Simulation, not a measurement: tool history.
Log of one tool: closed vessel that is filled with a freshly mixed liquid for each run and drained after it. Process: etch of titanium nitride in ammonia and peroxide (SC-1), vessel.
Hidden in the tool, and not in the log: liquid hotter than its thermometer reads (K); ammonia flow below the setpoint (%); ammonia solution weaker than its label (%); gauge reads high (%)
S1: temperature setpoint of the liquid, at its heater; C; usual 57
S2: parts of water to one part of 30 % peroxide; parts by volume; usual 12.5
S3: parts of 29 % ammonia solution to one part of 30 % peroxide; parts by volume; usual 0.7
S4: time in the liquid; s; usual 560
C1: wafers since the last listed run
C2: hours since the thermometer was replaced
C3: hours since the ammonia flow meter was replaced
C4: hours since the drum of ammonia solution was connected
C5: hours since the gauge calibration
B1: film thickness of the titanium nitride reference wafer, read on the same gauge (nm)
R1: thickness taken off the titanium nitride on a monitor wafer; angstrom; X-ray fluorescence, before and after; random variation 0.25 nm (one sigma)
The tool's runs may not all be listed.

run,day,S1,S2,S3,S4,C1,C2,C3,C4,C5,B1,R1
1,0,61.5,12.5,0.7,560,0,1670.8,1341,58.4,1095.1,109.96,877.9
2,0.654,61.5,12.5,0.7,560,879,1686.5,1356.7,74.1,1110.8,109.98,886.7
3,4.083,57,15,0.7,560,4609,1768.8,1439,156.4,1193.1,110.06,595.6
4,5,57,12.5,0.7,560,1232,1790.8,1461,178.4,1215.1,110,660.8
5,5.729,57,12.5,0.7,560,980,1808.3,1478.5,195.9,1232.6,110.04,654.3
6,7.117,57,12.5,0.7,560,1865,1841.6,1511.8,229.2,1265.9,110.01,664.4
# day 7.204: gauge calibrated
7,8.25,57,12.5,0.7,560,1523,1868.8,1539,256.4,25.1,109.98,669.6
# day 8.738: thermometer replaced
8,9.658,57,17,0.7,560,1837,22.1,1572.8,290.2,58.9,110,511.7
9,10.612,53,16,0.45,230,1282,45,1595.7,313.1,81.8,110.02,151.7
10,11.929,49,12.5,0.95,560,1769,76.6,1627.3,344.7,113.4,109.99,366.7
11,15.588,47.5,18,0.85,295,4917,164.4,1715.1,432.5,201.2,110.03,141.5
12,16.5,49,12.5,0.95,560,1226,186.3,1737,454.4,223.1,110,367.4
# day 16.629: new drum of ammonia solution connected
# day 16.8: ammonia flow meter replaced
13,17.921,65.5,8,0.95,560,1798,220.4,26.9,31,257.2,109.97,1377
14,19.071,57,17.5,0.55,695,1545,248,54.5,58.6,284.8,109.99,605.6
15,20.271,57,12.5,0.7,560,1613,276.8,83.3,87.4,313.6,109.99,611.7
16,21.562,54.5,15,0.85,835,1736,307.8,114.3,118.4,344.6,110.02,720
17,22.112,57,12.5,0.7,560,739,321,127.5,131.6,357.8,110,607.5
18,23.021,57,14,0.95,750,1221,342.8,149.3,153.4,379.6,109.98,809.9
19,24.521,50.5,10,1.05,875,2016,378.8,185.3,189.4,415.6,110.03,729.4
20,25.308,57,12.5,0.7,860,1058,397.7,204.2,208.3,434.5,109.99,942.6
21,27.833,57,12.5,0.7,560,3394,458.3,264.8,268.9,495.1,110,617.3
22,28.908,57,12.5,0.7,860,1445,484.1,290.6,294.7,520.9,109.98,941.2
23,29.854,62.5,12.5,0.45,560,1271,506.8,313.3,317.4,543.6,110,817.9
24,31.129,57,12.5,0.4,560,1713,537.4,343.9,348,574.2,109.99,558.3
25,32.088,49,12.5,0.7,560,1288,560.4,366.9,371,597.2,110,356
26,32.621,51,7,0.7,560,716,573.2,379.7,383.8,610,110.04,553.4
27,33.933,57,12.5,0.7,560,1764,604.7,411.2,415.3,641.5,109.99,616.4
28,35.354,57,12.5,0.5,560,1910,638.8,445.3,449.4,675.6,109.99,582.8

Forecast each of these 4 alternatives for the next run:
A,35.388,57,12.5,0.7,560,44,639.6,446.1,450.2,676.4,?,?
B,35.388,62,16.5,0.55,760,44,639.6,446.1,450.2,676.4,?,?
C,35.388,62,17,0.6,560,44,639.6,446.1,450.2,676.4,?,?
D,35.388,64,7.5,0.35,560,44,639.6,446.1,450.2,676.4,?,?

run,B1,R1
A,109.98,617.2
B,109.98,959.3
C,109.98,706.5
D,109.98,1126.1
Without the tool's hidden state the same runs would have given:
run,R1
A,597
B,928.8
C,684
D,1090.7
